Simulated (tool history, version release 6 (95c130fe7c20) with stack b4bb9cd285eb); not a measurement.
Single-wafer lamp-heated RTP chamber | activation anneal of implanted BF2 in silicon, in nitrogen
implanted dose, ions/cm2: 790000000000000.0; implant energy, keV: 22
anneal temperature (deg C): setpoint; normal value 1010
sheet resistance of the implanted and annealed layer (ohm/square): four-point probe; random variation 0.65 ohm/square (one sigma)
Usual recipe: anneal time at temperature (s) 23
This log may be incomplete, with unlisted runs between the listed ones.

| run | hour | anneal temperature (deg C) | anneal time at temperature (s) | read-back reference wafer on the same gauge, sheet resistance | sheet resistance of the implanted and annealed layer (ohm/square) |
|---|---|---|---|---|---|
| 1 | 0 | 1010 | 23 | 159.19 | 182.19 |
| 2 | 52.2 | 1010 | 23 | 159.02 | 180.82 |
| 3 | 83.9 | 1010 | 23 | 158.97 | 181.13 |
| 4 | 147.2 | 1010 | 23 | 158.93 | 182.24 |
| 5 | 182.2 | 1010 | 23 | 158.98 | 179.66 |
| 6 | 252.7 | 1010 | 23 | 158.71 | 180.55 |
|  | 276.1 | pyrometer window cleaned and pyrometer calibrated |
| 7 | 308.5 | 1010 | 23 | 159.13 | 180.17 |
| 8 | 362.9 | 1010 | 23 | 158.95 | 181.45 |
| 9 | 406.6 | 1010 | 23 | 158.78 | 180.05 |
| 10 | 466 | 1031 | 23 | 158.95 | 168.3 |
| 11 | 559.7 | 1031 | 23 | 158.93 | 167.41 |
| 12 | 622.4 | 1032 | 23 | 159.06 | 167.09 |
|  | 690 | pyrometer window cleaned and pyrometer calibrated |
| 13 | 729.1 | 1032 | 23 | 159.02 | 167.34 |
| 14 | 791.8 | 1010 | 23 | 158.94 | 179.33 |
|  | 802.5 | reflector plate cleaned |
| 15 | 910.9 | 1010 | 23 | 158.86 | 176.94 |
| 16 | 937 | 1010 | 23 | 159.17 | 175.84 |
| 17 | 988.3 | 1010 | 23 | 159.01 | 177.11 |
| 18 | 1052.7 | 1010 | 23 | 159.11 | 175.93 |
|  | 1107.5 | pyrometer window cleaned and pyrometer calibrated |
|  | 1116.4 | reflector plate cleaned, repeated, since the last time left the tool worse |
| 19 | 1116.9 | 1010 | 23 | 158.89 | 181.2 |
| 20 | 1148.6 | 1010 | 23 | 159 | 182.61 |
| 21 | 1179.3 | 994 | 13 | 159.04 | 206.21 |
|  | 1187.5 | gauge calibrated |
| 22 | 1214.5 | 996 | 35 | 159.02 | 185.45 |
| 23 | 1249.1 | 1032 | 35 | 159.11 | 161.76 |
| 24 | 1286.4 | 1010 | 31 | 158.95 | 176.31 |
| 25 | 1344.7 | 1010 | 33 | 159.1 | 175.46 |
| 26 | 1414 | 1035 | 23 | 159 | 167.63 |
|  | 1456.5 | pyrometer window cleaned and pyrometer calibrated |
| 27 | 1471 | 997 | 23 | 158.96 | 191.92 |
| 28 | 1524.5 | 1000 | 23 | 158.78 | 189.9 |
| 29 | 1596.2 | 1010 | 23 | 159.01 | 180.68 |
| 30 | 1649.7 | 1010 | 23 | 159.1 | 180.98 |
| 31 | 1683.9 | 1010 | 34 | 159 | 175.33 |
| 32 | 1711.1 | 981 | 29 | 159 | 202.41 |
| 33 | 1773.8 | 1010 | 23 | 158.98 | 180.44 |
| 34 | 1830.5 | 986 | 31 | 159.16 | 196.48 |
|  | 1865.3 | pyrometer window cleaned and pyrometer calibrated |
| 35 | 1879.1 | 1030 | 10 | 159.16 | 180.45 |

For each run, what was the tool's unlogged condition?
true wafer temperature minus pyrometer reading, K: 0 at every run
gauge reads high (%): 0 at every run
H1: wafer temperature error from the tarnished reflector plate, K
| run | H1 |
|---|---|
| 1 | 1.81 |
| 2 | 2.02 |
| 3 | 2.14 |
| 4 | 2.39 |
| 5 | 2.53 |
| 6 | 2.81 |
| 7 | 3.03 |
| 8 | 3.24 |
| 9 | 3.42 |
| 10 | 3.65 |
| 11 | 4.02 |
| 12 | 4.27 |
| 13 | 4.69 |
| 14 | 4.93 |
| 15 | 8.84 |
| 16 | 8.94 |
| 17 | 9.14 |
| 18 | 9.4 |
| 19 | 0.448 |
| 20 | 0.573 |
| 21 | 0.694 |
| 22 | 0.833 |
| 23 | 0.969 |
| 24 | 1.12 |
| 25 | 1.35 |
| 26 | 1.62 |
| 27 | 1.84 |
| 28 | 2.06 |
| 29 | 2.34 |
| 30 | 2.55 |
| 31 | 2.68 |
| 32 | 2.79 |
| 33 | 3.04 |
| 34 | 3.26 |
| 35 | 3.45 |

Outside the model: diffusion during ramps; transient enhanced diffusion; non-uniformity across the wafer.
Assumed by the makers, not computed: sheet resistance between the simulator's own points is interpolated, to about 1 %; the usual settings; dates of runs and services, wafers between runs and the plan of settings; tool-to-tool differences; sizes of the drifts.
